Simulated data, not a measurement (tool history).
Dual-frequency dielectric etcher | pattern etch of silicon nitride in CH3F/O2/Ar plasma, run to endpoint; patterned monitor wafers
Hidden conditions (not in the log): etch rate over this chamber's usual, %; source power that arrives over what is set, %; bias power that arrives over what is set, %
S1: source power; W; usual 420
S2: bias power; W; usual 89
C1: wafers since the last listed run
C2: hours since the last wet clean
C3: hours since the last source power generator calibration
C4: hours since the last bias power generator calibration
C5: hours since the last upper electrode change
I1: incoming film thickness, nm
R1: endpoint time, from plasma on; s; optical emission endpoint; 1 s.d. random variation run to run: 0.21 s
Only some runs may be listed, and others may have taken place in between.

| run | hour | S1 | S2 | C1 | C2 | C3 | C4 | C5 | I1 | R1 |
|---|---|---|---|---|---|---|---|---|---|---|
| 1 | 0 | 420 | 89 | 0 | 379.6 | 4302.7 | 2601.3 | 3231.7 | 20.67 | 24.6 |
| 2 | 41 | 440 | 89 | 575 | 420.6 | 4343.7 | 2642.3 | 3272.7 | 20.65 | 24.2 |
| 3 | 68.4 | 420 | 89 | 384 | 448 | 4371.1 | 2669.7 | 3300.1 | 20.46 | 24.6 |
| 4 | 103.7 | 420 | 89 | 495 | 483.3 | 4406.4 | 2705 | 3335.4 | 20.56 | 24.3 |
| 5 | 138 | 420 | 89 | 481 | 517.6 | 4440.7 | 2739.3 | 3369.7 | 20.69 | 24.7 |
| 6 | 161.3 | 420 | 89 | 326 | 540.9 | 4464 | 2762.6 | 3393 | 20.67 | 24.2 |
| 7 | 189 | 420 | 89 | 388 | 568.6 | 4491.7 | 2790.3 | 3420.7 | 20.57 | 24.2 |
|  | 227.2 | wet clean of the chamber |
| 8 | 227.7 | 420 | 89 | 206 | 0.5 | 4530.4 | 2829 | 3459.4 | 20.5 | 25.6 |
| 9 | 228 | 420 | 89 | 4 | 0.8 | 4530.7 | 2829.3 | 3459.7 | 20.49 | 25.6 |
| 10 | 254.6 | 420 | 89 | 373 | 27.4 | 4557.3 | 2855.9 | 3486.3 | 20.62 | 26 |
| 11 | 285.9 | 480 | 89 | 438 | 58.7 | 4588.6 | 2887.2 | 3517.6 | 20.58 | 24 |
| 12 | 308.2 | 480 | 89 | 312 | 81 | 4610.9 | 2909.5 | 3539.9 | 20.52 | 24.1 |
| 13 | 323.7 | 480 | 89 | 217 | 96.5 | 4626.4 | 2925 | 3555.4 | 20.41 | 24.3 |
| 14 | 351.4 | 350 | 82 | 388 | 124.2 | 4654.1 | 2952.7 | 3583.1 | 20.49 | 27.3 |
| 15 | 373.5 | 490 | 75 | 309 | 146.3 | 4676.2 | 2974.8 | 3605.2 | 20.59 | 25.6 |
| 16 | 405.8 | 490 | 75 | 453 | 178.6 | 4708.5 | 3007.1 | 3637.5 | 20.52 | 25.4 |
| 17 | 468.8 | 420 | 89 | 883 | 241.6 | 4771.5 | 3070.1 | 3700.5 | 20.49 | 25 |
|  | 489.3 | bias power generator calibrated |
| 18 | 498.3 | 420 | 89 | 357 | 271.1 | 4801 | 9 | 3730 | 20.64 | 24.8 |
| 19 | 520.9 | 320 | 68 | 316 | 293.7 | 4823.6 | 31.6 | 3752.6 | 20.78 | 30.8 |
| 20 | 541.3 | 420 | 89 | 286 | 314.1 | 4844 | 52 | 3773 | 20.88 | 26 |
| 21 | 560.6 | 500 | 83 | 270 | 333.4 | 4863.3 | 71.3 | 3792.3 | 20.77 | 24.3 |
|  | 578.6 | source power generator calibrated |
| 22 | 580.5 | 450 | 68 | 223 | 353.3 | 1.9 | 91.2 | 3812.2 | 20.74 | 27 |
| 23 | 619.8 | 330 | 73 | 551 | 392.6 | 41.2 | 130.5 | 3851.5 | 20.8 | 29.5 |
|  | 669.1 | upper electrode replaced |
| 24 | 669.6 | 420 | 89 | 361 | 442.4 | 91 | 180.3 | 0.5 | 20.55 | 24.8 |
| 25 | 676.6 | 370 | 107 | 98 | 449.4 | 98 | 187.3 | 7.5 | 20.6 | 24.4 |
| 26 | 710.5 | 420 | 89 | 475 | 483.3 | 131.9 | 221.2 | 41.4 | 20.94 | 25.3 |
| 27 | 726.4 | 420 | 89 | 223 | 499.2 | 147.8 | 237.1 | 57.3 | 20.81 | 25.3 |
| 28 | 741.3 | 380 | 104 | 208 | 514.1 | 162.7 | 252 | 72.2 | 20.52 | 24.3 |
| 29 | 763.5 | 420 | 89 | 311 | 536.3 | 184.9 | 274.2 | 94.4 | 20.56 | 25.1 |
| 30 | 791.6 | 340 | 104 | 394 | 564.4 | 213 | 302.3 | 122.5 | 20.54 | 25.1 |
|  | 840.7 | wet clean of the chamber |
| 31 | 841.2 | 350 | 79 | 359 | 0.5 | 262.6 | 351.9 | 172.1 | 20.54 | 28.2 |
| 32 | 859 | 370 | 76 | 249 | 18.3 | 280.4 | 369.7 | 189.9 | 20.47 | 27.9 |
| 33 | 873 | 420 | 71 | 196 | 32.3 | 294.4 | 383.7 | 203.9 | 20.69 | 27.4 |
| 34 | 887.6 | 420 | 89 | 204 | 46.9 | 309 | 398.3 | 218.5 | 20.48 | 25.4 |
| 35 | 916.3 | 370 | 89 | 402 | 75.6 | 337.7 | 427 | 247.2 | 20.42 | 26.1 |

Predict each of these 4 candidate next runs independently; none follows another, all start after run 35:
| A | 916.7 | 420 | 89 | 5 | 76 | 338.1 | 427.4 | 247.6 | 20.38 | ? |
| B | 916.7 | 320 | 103 | 5 | 76 | 338.1 | 427.4 | 247.6 | 20.38 | ? |
| C | 916.7 | 380 | 98 | 5 | 76 | 338.1 | 427.4 | 247.6 | 20.38 | ? |
| D | 916.7 | 480 | 103 | 5 | 76 | 338.1 | 427.4 | 247.6 | 20.38 | ? |

| run | R1 |
|---|---|
| A | 25.1 |
| B | 26 |
| C | 25 |
| D | 22.8 |
Without the tool's unlogged condition, the same runs would have read:
| run | R1 |
|---|---|
| A | 25.4 |
| B | 26.3 |
| C | 25.4 |
| D | 23.1 |

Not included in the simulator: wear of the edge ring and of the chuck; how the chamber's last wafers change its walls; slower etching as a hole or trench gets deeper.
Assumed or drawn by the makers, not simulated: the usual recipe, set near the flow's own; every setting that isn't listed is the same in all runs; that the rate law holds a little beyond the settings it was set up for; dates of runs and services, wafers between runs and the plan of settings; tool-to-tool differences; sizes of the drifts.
